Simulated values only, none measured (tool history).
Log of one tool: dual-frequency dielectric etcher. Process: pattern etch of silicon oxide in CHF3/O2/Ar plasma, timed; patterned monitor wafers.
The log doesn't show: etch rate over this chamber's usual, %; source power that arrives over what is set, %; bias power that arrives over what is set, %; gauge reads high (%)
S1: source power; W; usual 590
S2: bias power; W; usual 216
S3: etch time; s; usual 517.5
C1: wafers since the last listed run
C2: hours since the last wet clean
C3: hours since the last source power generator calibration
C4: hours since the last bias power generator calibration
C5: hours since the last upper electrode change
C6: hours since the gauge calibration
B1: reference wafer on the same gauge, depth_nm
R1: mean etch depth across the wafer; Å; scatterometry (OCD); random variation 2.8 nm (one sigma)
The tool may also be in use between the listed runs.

run 1 hour=0.0 | S1=590 S2=216 S3=517.5 | C1=0 C2=616.8 C3=1898.6 C4=4294.5 C5=1982.9 C6=450.8 | B1=1059.3 | R1=9940
run 2 hour=34.5 | S1=590 S2=216 S3=517.5 | C1=71 C2=651.3 C3=1933.1 C4=4329.0 C5=2017.4 C6=485.3 | B1=1060.5 | R1=9899
-- hour=80.5 wet clean of the chamber
-- hour=100.0 upper electrode replaced, of another model than before
run 3 hour=100.5 | S1=590 S2=216 S3=517.5 | C1=46 C2=20.0 C3=1999.1 C4=4395.0 C5=0.5 C6=551.3 | B1=1060.2 | R1=10167
run 4 hour=136.3 | S1=590 S2=216 S3=606.5 | C1=74 C2=55.8 C3=2034.9 C4=4430.8 C5=36.3 C6=587.1 | B1=1060.0 | R1=11861
run 5 hour=151.4 | S1=590 S2=216 S3=517.5 | C1=31 C2=70.9 C3=2050.0 C4=4445.9 C5=51.4 C6=602.2 | B1=1059.9 | R1=10175
-- hour=173.0 bias power generator calibrated
run 6 hour=176.1 | S1=590 S2=216 S3=517.5 | C1=43 C2=95.6 C3=2074.7 C4=3.1 C5=76.1 C6=626.9 | B1=1059.8 | R1=10159
run 7 hour=202.8 | S1=590 S2=216 S3=517.5 | C1=55 C2=122.3 C3=2101.4 C4=29.8 C5=102.8 C6=653.6 | B1=1060.5 | R1=10126
run 8 hour=221.1 | S1=590 S2=216 S3=517.5 | C1=38 C2=140.6 C3=2119.7 C4=48.1 C5=121.1 C6=671.9 | B1=1059.7 | R1=10105
run 9 hour=249.1 | S1=500 S2=216 S3=613.5 | C1=58 C2=168.6 C3=2147.7 C4=76.1 C5=149.1 C6=699.9 | B1=1060.1 | R1=11813
run 10 hour=274.9 | S1=590 S2=216 S3=517.5 | C1=53 C2=194.4 C3=2173.5 C4=101.9 C5=174.9 C6=725.7 | B1=1060.1 | R1=10142
run 11 hour=307.5 | S1=700 S2=169 S3=423.5 | C1=67 C2=227.0 C3=2206.1 C4=134.5 C5=207.5 C6=758.3 | B1=1059.9 | R1=7836
run 12 hour=324.5 | S1=710 S2=216 S3=622.5 | C1=35 C2=244.0 C3=2223.1 C4=151.5 C5=224.5 C6=775.3 | B1=1059.9 | R1=12371
run 13 hour=336.9 | S1=590 S2=216 S3=517.5 | C1=25 C2=256.4 C3=2235.5 C4=163.9 C5=236.9 C6=787.7 | B1=1059.8 | R1=10109
run 14 hour=349.6 | S1=590 S2=216 S3=517.5 | C1=26 C2=269.1 C3=2248.2 C4=176.6 C5=249.6 C6=800.4 | B1=1060.0 | R1=10053
-- hour=351.1 gauge calibrated
run 15 hour=374.4 | S1=450 S2=242 S3=653.0 | C1=51 C2=293.9 C3=2273.0 C4=201.4 C5=274.4 C6=23.3 | B1=1059.7 | R1=12839
run 16 hour=409.4 | S1=730 S2=254 S3=402.0 | C1=72 C2=328.9 C3=2308.0 C4=236.4 C5=309.4 C6=58.3 | B1=1059.9 | R1=8399
run 17 hour=425.5 | S1=590 S2=263 S3=406.5 | C1=33 C2=345.0 C3=2324.1 C4=252.5 C5=325.5 C6=74.4 | B1=1060.1 | R1=8344
run 18 hour=438.4 | S1=590 S2=231 S3=517.5 | C1=26 C2=357.9 C3=2337.0 C4=265.4 C5=338.4 C6=87.3 | B1=1060.7 | R1=10283
run 19 hour=461.4 | S1=590 S2=173 S3=517.5 | C1=47 C2=380.9 C3=2360.0 C4=288.4 C5=361.4 C6=110.3 | B1=1059.7 | R1=9421
run 20 hour=494.4 | S1=590 S2=177 S3=517.5 | C1=68 C2=413.9 C3=2393.0 C4=321.4 C5=394.4 C6=143.3 | B1=1060.7 | R1=9489
-- hour=519.5 source power generator calibrated
run 21 hour=520.0 | S1=650 S2=216 S3=517.5 | C1=44 C2=439.5 C3=0.5 C4=347.0 C5=420.0 C6=168.9 | B1=1059.9 | R1=10116
run 22 hour=535.9 | S1=590 S2=216 S3=459.5 | C1=33 C2=455.4 C3=16.4 C4=362.9 C5=435.9 C6=184.8 | B1=1059.7 | R1=8850
run 23 hour=561.7 | S1=590 S2=247 S3=517.5 | C1=53 C2=481.2 C3=42.2 C4=388.7 C5=461.7 C6=210.6 | B1=1059.5 | R1=10441
run 24 hour=588.5 | S1=720 S2=167 S3=517.5 | C1=55 C2=508.0 C3=69.0 C4=415.5 C5=488.5 C6=237.4 | B1=1059.9 | R1=9529
run 25 hour=613.0 | S1=630 S2=249 S3=517.5 | C1=51 C2=532.5 C3=93.5 C4=440.0 C5=513.0 C6=261.9 | B1=1059.7 | R1=10469
run 26 hour=625.6 | S1=650 S2=200 S3=656.5 | C1=26 C2=545.1 C3=106.1 C4=452.6 C5=525.6 C6=274.5 | B1=1059.5 | R1=12425
run 27 hour=647.5 | S1=460 S2=247 S3=438.5 | C1=45 C2=567.0 C3=128.0 C4=474.5 C5=547.5 C6=296.4 | B1=1060.1 | R1=8540
-- hour=681.2 wet clean of the chamber
run 28 hour=681.7 | S1=490 S2=234 S3=647.5 | C1=21 C2=0.5 C3=162.2 C4=508.7 C5=581.7 C6=330.6 | B1=1060.0 | R1=12896
run 29 hour=753.4 | S1=680 S2=195 S3=639.5 | C1=149 C2=72.2 C3=233.9 C4=580.4 C5=653.4 C6=402.3 | B1=1059.9 | R1=12423
run 30 hour=779.4 | S1=710 S2=178 S3=517.5 | C1=54 C2=98.2 C3=259.9 C4=606.4 C5=679.4 C6=428.3 | B1=1059.9 | R1=9812

Forecast each of these 4 alternatives for the next run:
run A hour=780.0 | S1=680 S2=216 S3=517.5 | C1=1 C2=98.8 C3=260.5 C4=607.0 C5=680.0 C6=428.9 | B1=? | R1=?
run B hour=780.0 | S1=460 S2=256 S3=667.5 | C1=1 C2=98.8 C3=260.5 C4=607.0 C5=680.0 C6=428.9 | B1=? | R1=?
run C hour=780.0 | S1=670 S2=216 S3=379.0 | C1=1 C2=98.8 C3=260.5 C4=607.0 C5=680.0 C6=428.9 | B1=? | R1=?
run D hour=780.0 | S1=590 S2=164 S3=517.5 | C1=1 C2=98.8 C3=260.5 C4=607.0 C5=680.0 C6=428.9 | B1=? | R1=?

run=A B1=1060.3 R1=10327
run=B B1=1060.3 R1=13485
run=C B1=1060.3 R1=7551
run=D B1=1060.3 R1=9423
Without the tool's hidden state the same runs would have given:
run=A R1=10332
run=B R1=13492
run=C R1=7554
run=D R1=9427

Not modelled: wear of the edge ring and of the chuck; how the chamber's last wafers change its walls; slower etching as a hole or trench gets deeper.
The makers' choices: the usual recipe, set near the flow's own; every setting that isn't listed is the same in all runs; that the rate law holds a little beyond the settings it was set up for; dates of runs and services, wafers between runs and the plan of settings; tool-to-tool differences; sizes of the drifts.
